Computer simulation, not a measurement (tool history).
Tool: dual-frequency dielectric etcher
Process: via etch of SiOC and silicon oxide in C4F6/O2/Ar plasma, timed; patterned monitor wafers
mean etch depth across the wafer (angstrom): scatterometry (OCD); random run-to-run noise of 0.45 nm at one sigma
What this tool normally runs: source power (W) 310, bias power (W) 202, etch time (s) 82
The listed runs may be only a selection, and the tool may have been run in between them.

run,hour,source power (W),bias power (W),etch time (s),wafers since the last listed run,hours since the last wet clean,hours since the last source power generator calibration,hours since the last bias power generator calibration,hours since the last upper electrode change,hours since the gauge calibration,"read-back reference wafer on the same gauge, depth_nm",mean etch depth across the wafer (angstrom)
1,0,310,202,82,0,356.4,3880.7,1993.8,6155,1586.3,97.4,977
2,56.3,310,202,82,443,412.7,3937,2050.1,6211.3,1642.6,97.6,972
3,94.9,310,202,82,303,451.3,3975.6,2088.7,6249.9,1681.2,97.4,978
4,147.8,310,202,82,416,504.2,4028.5,2141.6,6302.8,1734.1,97.6,974
5,193.4,310,202,82,358,549.8,4074.1,2187.2,6348.4,1779.7,97.3,978
# hour 305.6: wet clean of the chamber
6,306.1,310,202,82,698,0.5,4186.8,2299.9,6461.1,1892.4,97.5,973
# hour 338.9: source power generator calibrated
7,343.4,340,236,65,262,37.8,4.5,2337.2,6498.4,1929.7,97.3,840
# hour 382: upper electrode replaced
8,403.1,310,202,82,280,97.5,64.2,2396.9,21.1,1989.4,97.2,952
9,450.9,310,202,82,376,145.3,112,2444.7,68.9,2037.2,97.6,954
10,516.9,380,202,100.5,519,211.3,178,2510.7,134.9,2103.2,97.3,1311
# hour 573.2: bias power generator calibrated
11,607.8,310,163,64,683,302.2,268.9,34.6,225.8,2194.1,97.5,696
# hour 660.4: gauge calibrated
12,715.2,310,202,82,845,409.6,376.3,142,333.2,54.8,97.5,959
13,783.4,370,235,82,536,477.8,444.5,210.2,401.4,123,97.4,1111
# hour 864.7: wet clean of the chamber
14,878.1,310,175,62,556,13.4,539.2,304.9,496.1,217.7,97.3,690
15,916.2,310,233,97.5,299,51.5,577.3,343,534.2,255.8,97.2,1207
16,965.4,360,202,82,387,100.7,626.5,392.2,583.4,305,97.5,1056
17,1038.7,310,202,82,576,174,699.8,465.5,656.7,378.3,97.7,959
18,1145,310,202,58.5,836,280.3,806.1,571.8,763,484.6,97.5,686

Run 19 has not been measured yet. What should we expect?
19,1214.7,370,165,82,548,350,875.8,641.5,832.7,554.3,?,?

{"run 19": {"read-back reference wafer on the same gauge, depth_nm": 97.4, "mean etch depth across the wafer (angstrom)": 1001}}
The same run, on a tool lacking any hidden state, would have yielded mean etch depth across the wafer (angstrom) 987.

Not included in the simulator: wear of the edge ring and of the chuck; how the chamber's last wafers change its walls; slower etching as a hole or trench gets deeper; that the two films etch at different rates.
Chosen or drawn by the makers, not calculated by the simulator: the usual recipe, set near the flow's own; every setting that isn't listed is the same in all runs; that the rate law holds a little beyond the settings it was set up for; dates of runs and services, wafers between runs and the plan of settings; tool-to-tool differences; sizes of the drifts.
